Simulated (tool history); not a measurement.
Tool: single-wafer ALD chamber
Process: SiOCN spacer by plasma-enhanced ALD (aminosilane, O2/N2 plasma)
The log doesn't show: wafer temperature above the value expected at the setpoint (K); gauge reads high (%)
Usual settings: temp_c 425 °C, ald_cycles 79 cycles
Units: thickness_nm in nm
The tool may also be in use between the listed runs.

run,day,temp_c,ald_cycles,wafers since the last listed run,hours since the last thermocouple change,hours since the gauge calibration,"read-back reference wafer on the same gauge, thickness_nm",thickness_nm
1,0,425,79,0,1244.9,283.2,3.849,4.116
2,1.388,425,79,143,1278.2,316.5,3.844,4.097
3,4.262,425,79,297,1347.2,385.5,3.849,4.119
4,7.138,425,79,297,1416.2,454.5,3.84,4.098
5,8.829,425,79,175,1456.8,495.1,3.836,4.132
6,11.6,425,89,286,1523.3,561.6,3.83,4.621
7,12.75,425,89,118,1550.9,589.2,3.829,4.616
8,14.292,421,79,159,1587.9,626.2,3.822,4.142
# day 15.583: thermocouple changed; heater temperature recalibrated
9,15.958,421,79,137,9,666.2,3.818,4.135
10,17.862,425,83,196,54.7,711.9,3.813,4.289
11,19.854,425,79,206,102.5,759.7,3.807,4.058
# day 20.112: gauge calibrated
12,22.229,425,79,245,159.5,50.8,3.851,4.117
13,24.012,438,68,184,202.3,93.6,3.865,3.372
14,25.862,412,70,191,246.7,138,3.856,3.824
15,30.179,425,93,446,350.3,241.6,3.853,4.867
16,32.038,425,72,192,394.9,286.2,3.85,3.742
17,34.567,433,65,261,455.6,346.9,3.847,3.281

Run 18 comes next. What will it give?
18,36.438,432,79,193,500.5,391.8,?,?

Run 18 gave read-back reference wafer on the same gauge, thickness_nm 3.847, thickness_nm 4.017 nm.
Without the tool's hidden state the same run would have given thickness_nm 4.032 nm.

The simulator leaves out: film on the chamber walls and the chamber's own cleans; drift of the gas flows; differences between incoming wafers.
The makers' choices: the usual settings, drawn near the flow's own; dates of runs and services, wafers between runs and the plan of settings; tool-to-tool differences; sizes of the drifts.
